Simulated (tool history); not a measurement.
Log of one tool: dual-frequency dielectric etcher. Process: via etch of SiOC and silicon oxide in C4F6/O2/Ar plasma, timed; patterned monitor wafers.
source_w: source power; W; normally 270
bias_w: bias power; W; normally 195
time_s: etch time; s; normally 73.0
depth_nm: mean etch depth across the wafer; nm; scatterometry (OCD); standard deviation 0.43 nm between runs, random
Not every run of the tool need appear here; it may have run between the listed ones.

run   hour  source_w  bias_w  time_s  read-back reference wafer on the same gauge, depth_nm  depth_nm
  1    0.0       270     195    73.0                                                   60.4      68.9
  2   19.6       270     195    73.0                                                   60.5      69.5
  3   37.5       270     195    73.0                                                   60.4      68.0
  4   65.7       270     195    73.0                                                   60.5      67.8
  5   96.8       270     195    73.0                                                   60.4      67.9
  6  117.8       270     195    73.0                                                   60.5      67.9
     139.3  -- bias power generator calibrated
  7  150.7       270     195    73.0                                                   60.5      68.0
  8  169.7       270     195    73.0                                                   60.4      67.5
     170.6  -- gauge calibrated
     187.5  -- source power generator calibrated
  9  187.9       270     228    73.0                                                   60.4      70.6
 10  218.7       270     228    73.0                                                   60.5      70.2
 11  242.2       270     228    73.0                                                   60.5      69.5
 12  255.1       270     174    73.0                                                   60.5      65.1
 13  284.8       250     234    73.0                                                   60.4      68.1
 14  297.1       270     238    73.0                                                   60.5      70.3
 15  325.0       240     195    83.5                                                   60.6      72.1
 16  354.5       330     228    73.0                                                   60.6      74.8
     382.3  -- wet clean of the chamber
 17  384.3       330     239    62.0                                                   60.6      68.3
 18  396.8       290     212    56.0                                                   60.4      56.1
 19  421.5       270     195    73.0                                                   60.6      68.8
     502.9  -- upper electrode replaced, of another model than before
 20  503.4       320     178    58.0                                                   60.5      57.7
 21  532.3       270     195    73.0                                                   60.5      68.8
 22  561.3       270     195    73.0                                                   60.5      68.9
 23  581.5       330     228    58.0                                                   60.6      64.0
 24  675.8       270     195    73.0                                                   60.5      68.7
 25  708.7       230     171    59.0                                                   60.5      46.9
 26  722.5       290     213    73.0                                                   60.6      72.4
 27  748.4       230     169    59.0                                                   60.5      46.2
 28  763.0       250     232    55.0                                                   60.4      52.2
 29  775.6       250     195    73.0                                                   60.5      64.4
 30  796.5       270     195    66.5                                                   60.5      60.7
 31  813.1       270     195    73.0                                                   60.5      66.0

3 options for the next run, each taken on its own from the tool as it stands now. Forecast them:
  A  813.5       270     195    73.0                                                      ?         ?
  B  813.5       290     195    52.0                                                      ?         ?
  C  813.5       210     218    86.0                                                      ?         ?

run  read-back reference wafer on the same gauge, depth_nm  depth_nm
  A                                                   60.5      67.3
  B                                                   60.5      49.9
  C                                                   60.5      71.4
What these runs would have given with no unlogged condition in the tool:
run  depth_nm
  A      70.6
  B      52.3
  C      74.8
